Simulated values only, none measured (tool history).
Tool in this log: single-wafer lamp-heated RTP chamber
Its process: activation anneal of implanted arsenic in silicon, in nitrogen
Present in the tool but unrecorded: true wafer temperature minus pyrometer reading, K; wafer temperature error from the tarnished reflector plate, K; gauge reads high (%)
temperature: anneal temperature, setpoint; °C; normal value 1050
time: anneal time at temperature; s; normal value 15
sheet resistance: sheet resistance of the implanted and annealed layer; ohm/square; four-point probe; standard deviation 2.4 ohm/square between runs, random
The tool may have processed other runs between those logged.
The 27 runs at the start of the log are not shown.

run,hour,temperature,time,wafers since the last listed run,wafers since the last pyrometer calibration,wafers since the reflector plate was cleaned,hours since the gauge calibration,"read-back reference wafer on the same gauge, sheet resistance",sheet resistance
28,760.9,1034,18,240,2153,3956,362.1,418.10,437.63
29,796.1,1061,15,455,2609,4412,397.3,417.30,423.92
30,814.4,1050,9,236,2845,4649,415.6,417.99,447.32
31,836.5,1039,22,285,3131,4935,437.7,417.94,425.95
32,866.7,1050,15,390,3522,5325,467.9,417.81,432.86
33,895.7,1050,8,375,3897,5701,496.9,418.17,445.69
34,920.9,1072,15,326,4224,6027,522.1,417.65,416.39
35,940.6,1023,15,254,4478,6282,541.8,417.24,443.45
36,957.8,1024,15,222,4701,6504,559.0,417.86,443.08

Consider 5 possible next runs. They are alternatives, not a sequence: every one starts from the tool as it was left by run 36. What does each give?
A,958.2,1050,15,5,4706,6509,559.4,?,?
B,958.2,1050,23,5,4706,6509,559.4,?,?
C,958.2,1042,7,5,4706,6509,559.4,?,?
D,958.2,1050,18,5,4706,6509,559.4,?,?
E,958.2,1050,7,5,4706,6509,559.4,?,?

run,"read-back reference wafer on the same gauge, sheet resistance",sheet resistance
A,418.60,429.33
B,418.60,419.21
C,418.60,449.06
D,418.60,425.09
E,418.60,445.60
Take away the tool's hidden state, keep each run's random variation, and the runs would have read:
run,sheet resistance
A,429.33
B,419.21
C,449.06
D,425.09
E,445.60

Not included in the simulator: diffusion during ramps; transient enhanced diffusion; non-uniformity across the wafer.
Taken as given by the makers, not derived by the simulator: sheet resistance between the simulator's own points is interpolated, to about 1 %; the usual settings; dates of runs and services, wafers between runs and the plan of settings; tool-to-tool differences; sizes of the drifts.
